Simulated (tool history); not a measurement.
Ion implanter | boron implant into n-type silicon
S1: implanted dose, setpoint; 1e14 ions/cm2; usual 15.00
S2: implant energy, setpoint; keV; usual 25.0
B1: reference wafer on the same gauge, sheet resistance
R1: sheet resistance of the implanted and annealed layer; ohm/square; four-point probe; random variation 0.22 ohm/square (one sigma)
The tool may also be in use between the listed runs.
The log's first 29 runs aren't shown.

run 30 hour=347.8 | S1=15.00 S2=28.5 | B1=69.68 | R1=74.80
run 31 hour=354.5 | S1=15.00 S2=25.0 | B1=69.69 | R1=75.68
run 32 hour=362.3 | S1=15.00 S2=25.0 | B1=69.70 | R1=76.10
run 33 hour=373.4 | S1=15.00 S2=25.0 | B1=69.70 | R1=75.82
run 34 hour=381.1 | S1=13.39 S2=29.5 | B1=69.70 | R1=82.23
run 35 hour=393.6 | S1=16.65 S2=18.0 | B1=69.69 | R1=73.14
run 36 hour=407.7 | S1=12.53 S2=25.0 | B1=69.71 | R1=88.44
run 37 hour=418.2 | S1=13.60 S2=30.5 | B1=69.72 | R1=81.21
run 38 hour=435.7 | S1=15.00 S2=18.0 | B1=69.73 | R1=79.08

3 ways to go on from here, each from the tool as it stands after run 38. What would each give?
run A hour=436.1 | S1=15.00 S2=19.5 | B1=? | R1=?
run B hour=436.1 | S1=17.88 S2=22.5 | B1=? | R1=?
run C hour=436.1 | S1=18.74 S2=25.0 | B1=? | R1=?

run=A B1=69.73 R1=78.61
run=B B1=69.73 R1=67.35
run=C B1=69.73 R1=64.02
Without the tool's hidden state the same runs would have given:
run=A R1=78.33
run=B R1=67.11
run=C R1=63.79
